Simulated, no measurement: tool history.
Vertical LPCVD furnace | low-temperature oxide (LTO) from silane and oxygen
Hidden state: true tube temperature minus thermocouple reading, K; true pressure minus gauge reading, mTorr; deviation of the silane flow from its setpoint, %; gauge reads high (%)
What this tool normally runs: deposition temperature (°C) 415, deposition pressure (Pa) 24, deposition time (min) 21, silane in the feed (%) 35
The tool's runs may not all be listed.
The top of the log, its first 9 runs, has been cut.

run    hour  deposition temperature (°C)  deposition pressure (Pa)  deposition time (min)  silane in the feed (%)  wafers since the last listed run  hours since the last temperature calibration  hours since the pressure gauge was zeroed  hours since the silane flow controller was replaced  hours since the gauge calibration  read-back reference wafer on the same gauge, thickness  film thickness on the monitor wafer in the middle of the boat (Å)
 10   328.8                          420                        24                     19                      35                              1162                                        3282.7                                      329.3                                               3523.6                              273.5                                                  145.09                                                             1426.3
 11   375.4                          415                      19.3                     17                      31                               805                                        3329.3                                      375.9                                               3570.2                              320.1                                                   144.9                                                              816.5
 12   407.3                          420                        24                     21                      35                               551                                        3361.2                                      407.8                                               3602.1                                352                                                  145.34                                                             1556.8
 13     475                          415                        24                     21                      41                              1170                                        3428.9                                      475.5                                               3669.8                              419.7                                                  144.98                                                             1816.6
 14   536.9                          415                        24                     21                      35                              1070                                        3490.8                                      537.4                                               3731.7                              481.6                                                  145.17                                                             1469.7
      601.3  -- silane flow controller replaced
 15   601.8                          415                      21.3                   26.5                      35                               707                                        3555.7                                      602.3                                                  0.5                              546.5                                                  144.84                                                             1747.6
 16   622.9                          415                        24                     21                      35                               364                                        3576.8                                      623.4                                                 21.6                              567.6                                                  145.28                                                               1557
 17   656.2                          415                        24                     21                      35                               575                                        3610.1                                      656.7                                                 54.9                              600.9                                                     145                                                             1558.5
      684.9  -- thermocouples replaced and temperature profile calibrated
 18   709.6                          415                        22                     21                      29                               508                                          24.7                                      710.1                                                108.3                              654.3                                                  144.79                                                             1096.4
 19   754.4                          426                        22                     25                      30                               774                                          69.5                                      754.9                                                153.1                              699.1                                                  145.15                                                             1539.7
 20   799.8                          412                        24                     21                      39                               785                                         114.9                                      800.3                                                198.5                              744.5                                                  144.71                                                             1718.6
 21     827                          424                        24                     21                      32                               470                                         142.1                                      827.5                                                225.7                              771.7                                                  144.88                                                             1525.9
 22   892.2                          415                        24                     21                      35                              1127                                         207.3                                      892.7                                                290.9                              836.9                                                  145.02                                                             1560.1
 23   963.6                          415                        24                     21                      35                              1234                                         278.7                                      964.1                                                362.3                              908.3                                                  145.35                                                             1564.9
 24  1008.1                          415                        24                   14.5                      31                               769                                         323.2                                     1008.6                                                406.8                              952.8                                                  144.91                                                              916.1
 25  1086.5                          422                        24                     21                      35                              1355                                         401.6                                       1087                                                485.2                             1031.2                                                  144.71                                                             1685.2
 26  1139.2                          418                        30                     16                      35                               911                                         454.3                                     1139.7                                                537.9                             1083.9                                                  145.12                                                               1514
 27  1196.8                          419                        24                     21                      35                               996                                         511.9                                     1197.3                                                595.5                             1141.5                                                   144.8                                                             1622.4
 28  1257.2                          415                        24                     21                      33                              1044                                         572.3                                     1257.7                                                655.9                             1201.9                                                  144.68                                                             1434.1
 29  1310.5                          412                        22                     21                      35                               921                                         625.6                                       1311                                                709.2                             1255.2                                                  145.28                                                             1369.5
 30  1366.6                          415                        24                     21                      35                               970                                         681.7                                     1367.1                                                765.3                             1311.3                                                  145.06                                                             1543.6

Alternative continuations, all from the tool just after run 30; predict every row:
  A  1371.7                          407                        24                     21                      35                                88                                         686.8                                     1372.2                                                770.4                             1316.4                                                       ?                                                                  ?
  B  1371.7                          415                        24                   27.5                      35                                88                                         686.8                                     1372.2                                                770.4                             1316.4                                                       ?                                                                  ?
  C  1371.7                          426                        26                   25.5                      31                                88                                         686.8                                     1372.2                                                770.4                             1316.4                                                       ?                                                                  ?
  D  1371.7                          415                      27.3                     21                      35                                88                                         686.8                                     1372.2                                                770.4                             1316.4                                                       ?                                                                  ?
  E  1371.7                          421                      21.3                     19                      33                                88                                         686.8                                     1372.2                                                770.4                             1316.4                                                       ?                                                                  ?

run  read-back reference wafer on the same gauge, thickness  film thickness on the monitor wafer in the middle of the boat (Å)
  A                                                  144.99                                                             1423.9
  B                                                  144.99                                                               2036
  C                                                  144.99                                                             1958.2
  D                                                  144.99                                                             1770.7
  E                                                  144.99                                                             1234.8
Take away the tool's hidden state, keep each run's random variation, and the runs would have read:
run  film thickness on the monitor wafer in the middle of the boat (Å)
  A                                                             1428.9
  B                                                               2043
  C                                                             1965.8
  D                                                             1776.8
  E                                                             1239.3
